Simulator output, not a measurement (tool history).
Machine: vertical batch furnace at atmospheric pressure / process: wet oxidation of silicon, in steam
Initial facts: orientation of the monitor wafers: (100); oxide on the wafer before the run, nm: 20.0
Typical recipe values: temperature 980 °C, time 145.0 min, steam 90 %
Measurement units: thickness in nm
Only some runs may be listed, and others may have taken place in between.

run,hour,temperature,time,steam,"read-back reference wafer on the same gauge, thickness",thickness
1,0.0,980,102.5,90,585.28,468.62
2,12.8,980,102.5,90,585.66,471.70
3,27.7,980,145.0,90,586.55,592.62
4,50.5,980,145.0,90,586.10,589.13
5,65.1,980,145.0,90,587.18,590.98
6,97.2,980,145.0,90,586.78,589.41
7,118.1,980,145.0,90,586.68,589.31
8,145.2,980,145.0,90,586.99,592.69
9,161.3,980,145.0,90,586.98,591.77
10,179.8,980,145.0,90,587.93,592.43
11,206.9,980,145.0,90,587.65,595.27
12,235.6,980,145.0,90,587.40,594.90
13,247.8,980,145.0,90,587.47,593.78
14,268.9,980,145.0,83,588.07,562.78
15,359.9,995,145.0,84,587.98,622.89
16,373.2,980,81.5,96,588.45,421.60
17,452.1,994,182.0,90,588.91,743.06
18,470.1,980,145.0,90,588.92,594.08
19,506.1,980,95.0,84,574.56,417.88
20,531.2,980,93.0,85,575.90,416.36
21,548.9,980,145.0,90,576.53,581.26
22,561.4,996,89.5,97,577.16,497.20
23,595.4,980,95.0,84,578.64,422.28
24,625.9,1004,204.5,90,579.68,833.59
25,667.4,957,171.0,96,580.90,581.97
26,702.8,980,103.0,97,581.65,492.42
27,728.0,973,213.0,85,582.81,692.10
28,740.7,956,145.0,97,583.07,521.50
29,766.8,964,145.0,90,583.12,525.10
30,779.4,980,84.5,97,583.66,434.85
31,811.1,987,202.5,97,584.26,793.43
32,826.6,980,145.0,90,584.40,591.20
33,893.0,980,145.0,90,586.12,588.40
34,917.5,980,145.0,79,586.58,543.94
35,942.7,980,145.0,90,586.91,591.86
36,963.5,987,202.5,97,587.03,800.80
37,991.2,980,145.0,80,587.17,549.77

Between the runs listed above, the log contained 3 entries, not reproduced here. Where in the sequence does each belong, and how does what the log doesn't record of the tool's condition differ from the listed run before to the listed run after?
Runs 14 to 15: steam generator serviced (hour 311.7); thermocouples replaced and temperature profile calibrated (hour 358.6)
  gauge reads high (%): 2.4 -> 2.46
  what was measured, less what the result would be without the hidden state, thickness: +13.16 -> +14.93 nm
Runs 18 to 19: gauge calibrated (hour 479.7)
  gauge reads high (%): 2.51 -> 0.118
  what was measured, less what the result would be without the hidden state, thickness: +14.56 -> +0.49 nm
